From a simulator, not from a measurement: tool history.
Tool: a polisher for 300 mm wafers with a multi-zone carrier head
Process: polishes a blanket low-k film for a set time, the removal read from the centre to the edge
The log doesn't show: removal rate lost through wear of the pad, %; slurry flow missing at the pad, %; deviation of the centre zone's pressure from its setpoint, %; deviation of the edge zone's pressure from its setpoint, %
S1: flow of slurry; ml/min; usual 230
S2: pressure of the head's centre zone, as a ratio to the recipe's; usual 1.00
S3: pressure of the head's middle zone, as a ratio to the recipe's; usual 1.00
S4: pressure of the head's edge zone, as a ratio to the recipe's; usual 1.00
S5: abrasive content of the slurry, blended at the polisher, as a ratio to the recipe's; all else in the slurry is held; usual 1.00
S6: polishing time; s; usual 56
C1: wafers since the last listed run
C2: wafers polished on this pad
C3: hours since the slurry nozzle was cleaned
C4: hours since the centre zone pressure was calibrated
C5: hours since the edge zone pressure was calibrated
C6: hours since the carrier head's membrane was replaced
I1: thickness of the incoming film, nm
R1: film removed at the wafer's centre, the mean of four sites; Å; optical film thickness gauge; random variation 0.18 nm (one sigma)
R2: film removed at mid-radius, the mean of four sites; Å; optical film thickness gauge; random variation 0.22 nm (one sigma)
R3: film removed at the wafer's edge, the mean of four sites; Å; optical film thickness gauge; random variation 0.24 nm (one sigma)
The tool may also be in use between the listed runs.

| run | hour | S1 | S2 | S3 | S4 | S5 | S6 | C1 | C2 | C3 | C4 | C5 | C6 | I1 | R1 | R2 | R3 |
|---|---|---|---|---|---|---|---|---|---|---|---|---|---|---|---|---|---|
| 1 | 0.0 | 230 | 1.00 | 1.00 | 1.11 | 0.80 | 56 | 0 | 2664 | 247.3 | 492.5 | 586.7 | 306.4 | 555.3 | 178 | 178 | 187 |
| 2 | 106.3 | 230 | 1.00 | 1.00 | 1.00 | 1.00 | 56 | 1260 | 3925 | 353.6 | 598.8 | 693.0 | 412.7 | 560.8 | 187 | 190 | 188 |
|  | 272.9 | centre zone pressure recalibrated |
| 3 | 413.4 | 230 | 1.00 | 1.00 | 1.00 | 0.80 | 56 | 3617 | 7542 | 660.7 | 140.5 | 1000.1 | 719.8 | 558.1 | 167 | 172 | 172 |
|  | 456.8 | carrier head's membrane replaced by a new one |
|  | 463.7 | slurry nozzle cleaned |
| 4 | 502.6 | 230 | 1.00 | 1.00 | 1.00 | 1.00 | 73 | 986 | 8528 | 38.9 | 229.7 | 1089.3 | 45.8 | 555.9 | 259 | 257 | 254 |
| 5 | 558.3 | 230 | 1.00 | 1.07 | 1.00 | 1.20 | 49 | 660 | 9188 | 94.6 | 285.4 | 1145.0 | 101.5 | 569.8 | 181 | 185 | 180 |
|  | 566.4 | worn pad replaced by a new one |
| 6 | 640.7 | 230 | 1.00 | 1.00 | 1.00 | 1.00 | 45 | 929 | 880 | 177.0 | 367.8 | 1227.4 | 183.9 | 552.2 | 153 | 154 | 151 |
| 7 | 727.5 | 180 | 1.00 | 0.94 | 1.06 | 0.70 | 56 | 1029 | 1909 | 263.8 | 454.6 | 1314.2 | 270.7 | 561.0 | 156 | 152 | 164 |
| 8 | 789.3 | 230 | 1.00 | 0.90 | 1.00 | 1.15 | 72 | 732 | 2642 | 325.6 | 516.4 | 1376.0 | 332.5 | 559.9 | 244 | 238 | 249 |
|  | 876.1 | edge zone pressure recalibrated |
| 9 | 878.9 | 230 | 0.96 | 0.91 | 1.08 | 0.85 | 56 | 1038 | 3680 | 415.2 | 606.0 | 2.8 | 422.1 | 550.6 | 168 | 167 | 183 |
|  | 930.6 | centre zone pressure recalibrated |
| 10 | 943.5 | 230 | 1.00 | 0.93 | 0.96 | 1.00 | 56 | 742 | 4422 | 479.8 | 12.9 | 67.4 | 486.7 | 567.9 | 179 | 175 | 182 |
| 11 | 1006.4 | 230 | 0.89 | 1.00 | 1.00 | 1.15 | 56 | 745 | 5168 | 542.7 | 75.8 | 130.3 | 549.6 | 559.6 | 174 | 187 | 191 |
| 12 | 1057.6 | 230 | 1.00 | 1.00 | 1.00 | 1.10 | 56 | 606 | 5775 | 593.9 | 127.0 | 181.5 | 600.8 | 553.1 | 183 | 183 | 184 |
| 13 | 1117.1 | 290 | 0.89 | 1.00 | 0.91 | 1.00 | 37 | 705 | 6480 | 653.4 | 186.5 | 241.0 | 660.3 | 564.2 | 115 | 124 | 120 |
| 14 | 1197.6 | 230 | 1.00 | 1.00 | 1.00 | 1.00 | 56 | 954 | 7435 | 733.9 | 267.0 | 321.5 | 740.8 | 560.3 | 175 | 178 | 182 |
|  | 1248.0 | slurry nozzle cleaned |
| 15 | 1299.6 | 230 | 0.90 | 1.00 | 1.00 | 0.70 | 56 | 1197 | 8632 | 51.6 | 369.0 | 423.5 | 842.8 | 561.7 | 168 | 174 | 175 |
|  | 1309.1 | carrier head's membrane replaced by a new one |
| 16 | 1344.9 | 230 | 1.00 | 1.00 | 1.08 | 1.10 | 56 | 477 | 9110 | 96.9 | 414.3 | 468.8 | 35.8 | 560.1 | 204 | 201 | 205 |
|  | 1371.4 | worn pad replaced by a new one |
| 17 | 1431.4 | 230 | 0.93 | 1.00 | 1.09 | 1.00 | 56 | 978 | 711 | 183.4 | 500.8 | 555.3 | 122.3 | 552.6 | 180 | 191 | 199 |
| 18 | 1535.8 | 230 | 1.00 | 1.10 | 1.00 | 1.00 | 56 | 1237 | 1949 | 287.8 | 605.2 | 659.7 | 226.7 | 567.4 | 190 | 196 | 188 |
| 19 | 1626.1 | 230 | 1.00 | 1.00 | 1.00 | 1.00 | 56 | 1070 | 3019 | 378.1 | 695.5 | 750.0 | 317.0 | 562.1 | 187 | 188 | 185 |
|  | 1692.3 | centre zone pressure recalibrated |
| 20 | 1704.3 | 230 | 1.00 | 1.00 | 0.97 | 1.00 | 56 | 903 | 3923 | 456.3 | 12.0 | 828.2 | 395.2 | 562.0 | 184 | 179 | 182 |
| 21 | 1781.4 | 230 | 1.00 | 0.89 | 1.00 | 1.00 | 51 | 914 | 4837 | 533.4 | 89.1 | 905.3 | 472.3 | 550.2 | 165 | 159 | 167 |

How the hidden state differs across the entries between the runs, from the last listed run before each to the first after it:
Between runs 2 and 3: centre zone pressure recalibrated (hour 272.9)
  slurry flow missing at the pad, %: 34.5 -> 41.1
  measured less the result without the state, R1: -16 -> -20 Å; R2: -15 -> -18 Å; R3: -10 -> -13 Å
Between runs 3 and 4: carrier head's membrane replaced by a new one (hour 456.8); slurry nozzle cleaned (hour 463.7)
  slurry flow missing at the pad, %: 41.1 -> 13.6
  measured less the result without the state, R1: -20 -> -6 Å; R2: -18 -> -6 Å; R3: -13 -> -5 Å
Between runs 5 and 6: worn pad replaced by a new one (hour 566.4)
  slurry flow missing at the pad, %: 20.7 -> 28.6
  measured less the result without the state, R1: -7 -> -10 Å; R2: -7 -> -9 Å; R3: -5 -> -6 Å
Between runs 8 and 9: edge zone pressure recalibrated (hour 876.1)
  slurry flow missing at the pad, %: 37.5 -> 40.7
  measured less the result without the state, R1: -25 -> -21 Å; R2: -22 -> -17 Å; R3: -16 -> -13 Å
Between runs 9 and 10: centre zone pressure recalibrated (hour 930.6)
  slurry flow missing at the pad, %: 40.7 -> 42.3
  measured less the result without the state, R1: -21 -> -23 Å; R2: -17 -> -21 Å; R3: -13 -> -14 Å
Between runs 14 and 15: slurry nozzle cleaned (hour 1248.0)
  slurry flow missing at the pad, %: 45.9 -> 11.7
  measured less the result without the state, R1: -27 -> -3 Å; R2: -24 -> -3 Å; R3: -18 -> -3 Å
Between runs 15 and 16: carrier head's membrane replaced by a new one (hour 1309.1)
  slurry flow missing at the pad, %: 11.7 -> 17.3
  measured less the result without the state, R1: -3 -> -7 Å; R2: -3 -> -6 Å; R3: -3 -> -4 Å
Between runs 16 and 17: worn pad replaced by a new one (hour 1371.4)
  slurry flow missing at the pad, %: 17.3 -> 25.4
  measured less the result without the state, R1: -7 -> -10 Å; R2: -6 -> -10 Å; R3: -4 -> -8 Å
Between runs 19 and 20: centre zone pressure recalibrated (hour 1692.3)
  slurry flow missing at the pad, %: 35.8 -> 38.1
  measured less the result without the state, R1: -18 -> -20 Å; R2: -16 -> -17 Å; R3: -12 -> -13 Å
